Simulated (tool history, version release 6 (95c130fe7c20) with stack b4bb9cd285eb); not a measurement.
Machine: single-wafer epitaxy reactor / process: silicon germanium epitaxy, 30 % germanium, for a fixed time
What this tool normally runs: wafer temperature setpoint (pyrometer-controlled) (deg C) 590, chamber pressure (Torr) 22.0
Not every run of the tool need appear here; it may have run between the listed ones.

run    hour  wafer temperature setpoint (pyrometer-controlled) (deg C)  chamber pressure (Torr)  wafers since the last listed run  hours since the last pyrometer calibration  hours since the last manometer calibration  hours since the showerhead was replaced  hours since the gauge calibration  read-back reference wafer on the same gauge, thickness_nm  mean film thickness on the monitor wafer (Å)
  1     0.0                                                        590                     20.6                                 0                                      2707.1                                       667.7                                   1661.1                              443.9                                                     50.183                                        456.04
  2    47.7                                                        590                     20.6                              1016                                      2754.8                                       715.4                                   1708.8                              491.6                                                     50.155                                        455.73
  3    87.7                                                        590                     22.0                               852                                      2794.8                                       755.4                                   1748.8                              531.6                                                     50.194                                        472.33
  4   143.6                                                        590                     22.0                              1190                                      2850.7                                       811.3                                   1804.7                              587.5                                                     50.241                                        476.41
  5   289.1                                                        590                     22.0                              3099                                      2996.2                                       956.8                                   1950.2                              733.0                                                     50.184                                        474.78
  6   341.4                                                        594                     22.0                              1114                                      3048.5                                      1009.1                                   2002.5                              785.3                                                     50.198                                        513.13
  7   386.7                                                        594                     22.0                               965                                      3093.8                                      1054.4                                   2047.8                              830.6                                                     50.169                                        515.83
  8   439.4                                                        590                     24.4                              1122                                      3146.5                                      1107.1                                   2100.5                              883.3                                                     50.226                                        503.29
  9   465.8                                                        590                     22.0                               562                                      3172.9                                      1133.5                                   2126.9                              909.7                                                     50.158                                        474.45
 10   496.2                                                        590                     22.0                               647                                      3203.3                                      1163.9                                   2157.3                              940.1                                                     50.281                                        473.49
      524.7  -- capacitance manometer re-zeroed and calibrated
 11   525.2                                                        590                     22.0                               447                                      3232.3                                         0.5                                   2186.3                              969.1                                                     50.249                                        473.49
 12   555.3                                                        590                     22.0                               641                                      3262.4                                        30.6                                   2216.4                              999.2                                                     50.224                                        473.95
      574.9  -- pyrometer calibrated
 13   624.1                                                        590                     22.0                              1295                                        49.2                                        99.4                                   2285.2                             1068.0                                                     50.226                                        470.44
 14   658.2                                                        590                     22.0                               726                                        83.3                                       133.5                                   2319.3                             1102.1                                                     50.238                                        472.30
 15   707.1                                                        590                     22.0                              1041                                       132.2                                       182.4                                   2368.2                             1151.0                                                     50.174                                        476.94
 16   732.7                                                        595                     25.0                               545                                       157.8                                       208.0                                   2393.8                             1176.6                                                     50.192                                        568.02
 17   788.9                                                        601                     19.2                              1197                                       214.0                                       264.2                                   2450.0                             1232.8                                                     50.199                                        550.24
 18   849.3                                                        601                     24.0                              1286                                       274.4                                       324.6                                   2510.4                             1293.2                                                     50.210                                        623.04
      883.4  -- showerhead replaced
 19   897.4                                                        590                     17.2                               854                                       322.5                                       372.7                                     14.0                             1341.3                                                     50.184                                        404.38
 20   955.1                                                        600                     20.4                              1229                                       380.2                                       430.4                                     71.7                             1399.0                                                     50.216                                        562.77
 21   996.4                                                        590                     22.0                               879                                       421.5                                       471.7                                    113.0                             1440.3                                                     50.279                                        477.91
 22  1053.3                                                        602                     27.0                              1212                                       478.4                                       528.6                                    169.9                             1497.2                                                     50.243                                        678.34
 23  1087.2                                                        590                     18.9                               722                                       512.3                                       562.5                                    203.8                             1531.1                                                     50.162                                        430.03
 24  1134.0                                                        583                     17.6                               997                                       559.1                                       609.3                                    250.6                             1577.9                                                     50.184                                        352.47
 25  1202.0                                                        590                     22.0                              1448                                       627.1                                       677.3                                    318.6                             1645.9                                                     50.228                                        474.39
 26  1249.6                                                        578                     22.0                              1014                                       674.7                                       724.9                                    366.2                             1693.5                                                     50.250                                        364.65
 27  1281.2                                                        600                     27.4                               673                                       706.3                                       756.5                                    397.8                             1725.1                                                     50.231                                        664.18
     1295.6  -- gauge calibrated
 28  1320.2                                                        584                     22.0                               830                                       745.3                                       795.5                                    436.8                               24.6                                                     50.191                                        413.83
 29  1350.9                                                        579                     26.2                               654                                       776.0                                       826.2                                    467.5                               55.3                                                     50.194                                        411.25
 30  1414.9                                                        599                     17.8                              1363                                       840.0                                       890.2                                    531.5                              119.3                                                     50.153                                        498.11
 31  1456.1                                                        577                     17.3                               877                                       881.2                                       931.4                                    572.7                              160.5                                                     50.170                                        306.07
 32  1510.6                                                        581                     22.0                              1161                                       935.7                                       985.9                                    627.2                              215.0                                                     50.240                                        389.45
     1558.4  -- capacitance manometer re-zeroed and calibrated
 33  1574.8                                                        579                     17.3                              1197                                       999.9                                        16.4                                    691.4                              279.2                                                     50.192                                        320.52
 34  1619.5                                                        599                     22.0                               952                                      1044.6                                        61.1                                    736.1                              323.9                                                     50.166                                        572.01
 35  1671.8                                                        590                     22.0                              1114                                      1096.9                                       113.4                                    788.4                              376.2                                                     50.277                                        473.49
 36  1707.6                                                        601                     20.1                               762                                      1132.7                                       149.2                                    824.2                              412.0                                                     50.189                                        564.16

Describe how what the log doesn't record of the tool's condition differs between the last listed run preceding each entry between runs and the first listed run following it.
Between runs 10 and 11: capacitance manometer re-zeroed and calibrated (hour 524.7)
  no hidden state differs between the two runs
Between runs 12 and 13: pyrometer calibrated (hour 574.9)
  no hidden state differs between the two runs
Between runs 18 and 19: showerhead replaced (hour 883.4)
  no hidden state differs between the two runs
Between runs 27 and 28: gauge calibrated (hour 1295.6)
  no hidden state differs between the two runs
Between runs 32 and 33: capacitance manometer re-zeroed and calibrated (hour 1558.4)
  no hidden state differs between the two runs
